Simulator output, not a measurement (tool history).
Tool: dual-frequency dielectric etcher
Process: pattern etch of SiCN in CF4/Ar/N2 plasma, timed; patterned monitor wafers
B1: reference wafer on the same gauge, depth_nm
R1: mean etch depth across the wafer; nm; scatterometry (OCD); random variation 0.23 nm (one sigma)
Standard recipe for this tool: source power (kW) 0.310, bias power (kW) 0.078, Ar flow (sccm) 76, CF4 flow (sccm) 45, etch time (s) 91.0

{"run": 1, "hour": 0.0, "source power (kW)": 0.31, "bias power (kW)": 0.078, "Ar flow (sccm)": 68, "CF4 flow (sccm)": 45, "etch time (s)": 91.0, "B1": 55.9, "R1": 57.1}
{"hour": 49.6, "done": "wet clean of the chamber"}
{"run": 2, "hour": 102.9, "source power (kW)": 0.27, "bias power (kW)": 0.084, "Ar flow (sccm)": 94, "CF4 flow (sccm)": 42, "etch time (s)": 91.0, "B1": 55.8, "R1": 48.8}
{"hour": 165.3, "done": "Ar flow controller replaced"}
{"run": 3, "hour": 165.8, "source power (kW)": 0.31, "bias power (kW)": 0.063, "Ar flow (sccm)": 76, "CF4 flow (sccm)": 45, "etch time (s)": 91.0, "B1": 55.9, "R1": 52.2}
{"run": 4, "hour": 203.8, "source power (kW)": 0.28, "bias power (kW)": 0.098, "Ar flow (sccm)": 76, "CF4 flow (sccm)": 45, "etch time (s)": 114.0, "B1": 55.9, "R1": 69.4}
{"run": 5, "hour": 307.1, "source power (kW)": 0.38, "bias power (kW)": 0.088, "Ar flow (sccm)": 67, "CF4 flow (sccm)": 45, "etch time (s)": 91.0, "B1": 55.9, "R1": 73.6}
{"run": 6, "hour": 354.5, "source power (kW)": 0.31, "bias power (kW)": 0.078, "Ar flow (sccm)": 76, "CF4 flow (sccm)": 45, "etch time (s)": 91.0, "B1": 55.9, "R1": 56.4}
{"hour": 431.8, "done": "gauge calibrated"}
{"run": 7, "hour": 448.4, "source power (kW)": 0.31, "bias power (kW)": 0.078, "Ar flow (sccm)": 62, "CF4 flow (sccm)": 53, "etch time (s)": 91.0, "B1": 55.9, "R1": 58.9}
{"hour": 499.7, "done": "CF4 flow controller replaced"}
{"run": 8, "hour": 510.7, "source power (kW)": 0.31, "bias power (kW)": 0.078, "Ar flow (sccm)": 90, "CF4 flow (sccm)": 36, "etch time (s)": 91.0, "B1": 55.9, "R1": 53.7}
{"run": 9, "hour": 563.3, "source power (kW)": 0.31, "bias power (kW)": 0.078, "Ar flow (sccm)": 76, "CF4 flow (sccm)": 45, "etch time (s)": 91.0, "B1": 55.9, "R1": 56.4}
{"hour": 603.6, "done": "wet clean of the chamber"}
{"hour": 605.8, "done": "source power generator calibrated"}
{"run": 10, "hour": 670.7, "source power (kW)": 0.31, "bias power (kW)": 0.086, "Ar flow (sccm)": 62, "CF4 flow (sccm)": 45, "etch time (s)": 91.0, "B1": 55.9, "R1": 60.3}
{"run": 11, "hour": 731.1, "source power (kW)": 0.31, "bias power (kW)": 0.078, "Ar flow (sccm)": 76, "CF4 flow (sccm)": 51, "etch time (s)": 78.0, "B1": 55.9, "R1": 49.6}
{"run": 12, "hour": 783.4, "source power (kW)": 0.31, "bias power (kW)": 0.078, "Ar flow (sccm)": 83, "CF4 flow (sccm)": 45, "etch time (s)": 91.0, "B1": 55.9, "R1": 56.2}
{"run": 13, "hour": 875.1, "source power (kW)": 0.31, "bias power (kW)": 0.078, "Ar flow (sccm)": 76, "CF4 flow (sccm)": 45, "etch time (s)": 109.0, "B1": 55.9, "R1": 68.1}
{"run": 14, "hour": 960.7, "source power (kW)": 0.31, "bias power (kW)": 0.078, "Ar flow (sccm)": 76, "CF4 flow (sccm)": 45, "etch time (s)": 91.0, "B1": 55.9, "R1": 56.3}
{"run": 15, "hour": 1141.7, "source power (kW)": 0.25, "bias power (kW)": 0.078, "Ar flow (sccm)": 57, "CF4 flow (sccm)": 45, "etch time (s)": 108.5, "B1": 55.9, "R1": 55.8}
{"hour": 1213.6, "done": "wet clean of the chamber"}
{"run": 16, "hour": 1233.6, "source power (kW)": 0.34, "bias power (kW)": 0.066, "Ar flow (sccm)": 76, "CF4 flow (sccm)": 54, "etch time (s)": 69.5, "B1": 55.8, "R1": 46.0}
{"run": 17, "hour": 1434.0, "source power (kW)": 0.31, "bias power (kW)": 0.078, "Ar flow (sccm)": 76, "CF4 flow (sccm)": 45, "etch time (s)": 91.0, "B1": 55.9, "R1": 56.6}
{"run": 18, "hour": 1482.2, "source power (kW)": 0.26, "bias power (kW)": 0.078, "Ar flow (sccm)": 94, "CF4 flow (sccm)": 53, "etch time (s)": 69.0, "B1": 55.9, "R1": 35.9}
{"run": 19, "hour": 1559.7, "source power (kW)": 0.31, "bias power (kW)": 0.078, "Ar flow (sccm)": 76, "CF4 flow (sccm)": 45, "etch time (s)": 91.0, "B1": 55.9, "R1": 57.1}
{"run": 20, "hour": 1614.3, "source power (kW)": 0.38, "bias power (kW)": 0.078, "Ar flow (sccm)": 76, "CF4 flow (sccm)": 52, "etch time (s)": 91.0, "B1": 55.9, "R1": 70.7}
{"run": 21, "hour": 1674.5, "source power (kW)": 0.31, "bias power (kW)": 0.078, "Ar flow (sccm)": 76, "CF4 flow (sccm)": 37, "etch time (s)": 76.5, "B1": 55.9, "R1": 46.0}

Forecast each of these 4 alternatives for the next run:
{"run": "A", "hour": 1674.9, "source power (kW)": 0.31, "bias power (kW)": 0.078, "Ar flow (sccm)": 76, "CF4 flow (sccm)": 45, "etch time (s)": 91.0, "B1": "?", "R1": "?"}
{"run": "B", "hour": 1674.9, "source power (kW)": 0.31, "bias power (kW)": 0.078, "Ar flow (sccm)": 59, "CF4 flow (sccm)": 45, "etch time (s)": 101.0, "B1": "?", "R1": "?"}
{"run": "C", "hour": 1674.9, "source power (kW)": 0.31, "bias power (kW)": 0.078, "Ar flow (sccm)": 76, "CF4 flow (sccm)": 39, "etch time (s)": 91.0, "B1": "?", "R1": "?"}
{"run": "D", "hour": 1674.9, "source power (kW)": 0.31, "bias power (kW)": 0.078, "Ar flow (sccm)": 93, "CF4 flow (sccm)": 45, "etch time (s)": 91.0, "B1": "?", "R1": "?"}

run=A B1=55.8 R1=56.5
run=B B1=55.8 R1=64.7
run=C B1=55.8 R1=55.4
run=D B1=55.8 R1=55.1
Had the tool no hidden state, the same runs would have come out as:
run=A R1=56.5
run=B R1=64.7
run=C R1=55.4
run=D R1=55.1
